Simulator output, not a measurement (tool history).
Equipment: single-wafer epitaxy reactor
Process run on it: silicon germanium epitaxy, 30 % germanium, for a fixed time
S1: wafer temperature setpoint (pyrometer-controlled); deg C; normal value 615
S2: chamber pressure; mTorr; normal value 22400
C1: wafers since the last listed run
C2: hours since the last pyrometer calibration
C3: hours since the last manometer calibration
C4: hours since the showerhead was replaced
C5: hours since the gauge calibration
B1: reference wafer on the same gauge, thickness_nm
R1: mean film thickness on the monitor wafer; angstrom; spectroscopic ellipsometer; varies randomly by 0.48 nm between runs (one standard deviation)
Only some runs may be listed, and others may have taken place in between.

| run | hour | S1 | S2 | C1 | C2 | C3 | C4 | C5 | B1 | R1 |
|---|---|---|---|---|---|---|---|---|---|---|
| 1 | 0 | 615 | 22400 | 0 | 2273 | 1012 | 8477.7 | 243.9 | 72.121 | 811.37 |
| 2 | 7.3 | 615 | 22400 | 93 | 2280.3 | 1019.3 | 8485 | 251.2 | 72.016 | 801.8 |
| 3 | 17.7 | 615 | 22400 | 132 | 2290.7 | 1029.7 | 8495.4 | 261.6 | 72.179 | 798.45 |
| 4 | 31.9 | 615 | 22400 | 181 | 2304.9 | 1043.9 | 8509.6 | 275.8 | 72.158 | 803.64 |
| 5 | 48 | 615 | 22400 | 205 | 2321 | 1060 | 8525.7 | 291.9 | 72.188 | 799.97 |
| 6 | 61.6 | 615 | 25000 | 173 | 2334.6 | 1073.6 | 8539.3 | 305.5 | 72.125 | 837.3 |
| 7 | 79 | 615 | 25000 | 222 | 2352 | 1091 | 8556.7 | 322.9 | 72.12 | 839.89 |
| 8 | 92.1 | 615 | 22400 | 167 | 2365.1 | 1104.1 | 8569.8 | 336 | 72.077 | 796.89 |
|  | 102.3 | pyrometer calibrated |
| 9 | 108.9 | 623 | 22400 | 112 | 6.6 | 1120.9 | 8586.6 | 352.8 | 72.031 | 888.64 |
|  | 120.2 | showerhead replaced |
| 10 | 124.8 | 604 | 18800 | 100 | 22.5 | 1136.8 | 4.6 | 368.7 | 72.114 | 558.18 |
| 11 | 133.1 | 604 | 18800 | 105 | 30.8 | 1145.1 | 12.9 | 377 | 72.123 | 552.41 |
| 12 | 144.1 | 604 | 18800 | 140 | 41.8 | 1156.1 | 23.9 | 388 | 72.24 | 553.04 |
|  | 156 | capacitance manometer re-zeroed and calibrated |
| 13 | 156.5 | 615 | 22400 | 56 | 54.2 | 0.5 | 36.3 | 400.4 | 71.96 | 748.55 |
| 14 | 167 | 605 | 17400 | 134 | 64.7 | 11 | 46.8 | 410.9 | 71.969 | 548.72 |
| 15 | 184.8 | 602 | 26500 | 227 | 82.5 | 28.8 | 64.6 | 428.7 | 72.003 | 614.99 |
| 16 | 194.3 | 625 | 26000 | 121 | 92 | 38.3 | 74.1 | 438.2 | 72.047 | 982.21 |
|  | 209.7 | pyrometer calibrated, repeated, since the last time left the tool worse |
| 17 | 210.2 | 624 | 24600 | 100 | 0.5 | 54.2 | 90 | 454.1 | 72.031 | 1105.42 |
| 18 | 214.1 | 629 | 26400 | 49 | 4.4 | 58.1 | 93.9 | 458 | 72.011 | 1237.78 |
| 19 | 224.7 | 611 | 17900 | 135 | 15 | 68.7 | 104.5 | 468.6 | 72.024 | 738.89 |
|  | 227.8 | gauge calibrated |
| 20 | 233.2 | 622 | 25200 | 108 | 23.5 | 77.2 | 113 | 5.4 | 72.077 | 1057.17 |
| 21 | 245.6 | 615 | 22400 | 158 | 35.9 | 89.6 | 125.4 | 17.8 | 72.094 | 880.08 |
| 22 | 254.2 | 602 | 20000 | 109 | 44.5 | 98.2 | 134 | 26.4 | 72.111 | 646.69 |
| 23 | 263 | 615 | 22400 | 112 | 53.3 | 107 | 142.8 | 35.2 | 72.219 | 889.47 |
| 24 | 273.8 | 629 | 26400 | 137 | 64.1 | 117.8 | 153.6 | 46 | 72.087 | 1233.82 |
| 25 | 283.3 | 615 | 22400 | 121 | 73.6 | 127.3 | 163.1 | 55.5 | 72.115 | 869.48 |
| 26 | 297.2 | 622 | 18300 | 177 | 87.5 | 141.2 | 177 | 69.4 | 72.139 | 925.7 |
| 27 | 313.9 | 623 | 19200 | 213 | 104.2 | 157.9 | 193.7 | 86.1 | 71.998 | 964.08 |
| 28 | 336.9 | 608 | 18800 | 293 | 127.2 | 180.9 | 216.7 | 109.1 | 72.201 | 695.74 |
| 29 | 349 | 609 | 27600 | 154 | 139.3 | 193 | 228.8 | 121.2 | 72.068 | 844.74 |
| 30 | 358.2 | 607 | 20800 | 117 | 148.5 | 202.2 | 238 | 130.4 | 72.07 | 717.07 |
| 31 | 369.1 | 601 | 16900 | 139 | 159.4 | 213.1 | 248.9 | 141.3 | 72.007 | 579.76 |
| 32 | 375.2 | 615 | 16800 | 77 | 165.5 | 219.2 | 255 | 147.4 | 71.953 | 767.08 |
| 33 | 387.6 | 615 | 22400 | 158 | 177.9 | 231.6 | 267.4 | 159.8 | 72.065 | 862.28 |
| 34 | 397 | 615 | 22400 | 119 | 187.3 | 241 | 276.8 | 169.2 | 71.993 | 871.19 |
| 35 | 409.3 | 615 | 22400 | 156 | 199.6 | 253.3 | 289.1 | 181.5 | 72.113 | 868.31 |
| 36 | 417.7 | 619 | 25100 | 107 | 208 | 261.7 | 297.5 | 189.9 | 72.16 | 982.51 |

3 ways to go on from here, each from the tool as it stands after run 36. What would each give?
| A | 418.1 | 615 | 18600 | 5 | 208.4 | 262.1 | 297.9 | 190.3 | ? | ? |
| B | 418.1 | 610 | 20400 | 5 | 208.4 | 262.1 | 297.9 | 190.3 | ? | ? |
| C | 418.1 | 622 | 22400 | 5 | 208.4 | 262.1 | 297.9 | 190.3 | ? | ? |

| run | B1 | R1 |
|---|---|---|
| A | 72.036 | 794.21 |
| B | 72.036 | 746.01 |
| C | 72.036 | 987.58 |
With the hidden condition removed and each run's random variation left untouched, the same runs would have given:
| run | R1 |
|---|---|
| A | 805.65 |
| B | 756.9 |
| C | 1001.56 |
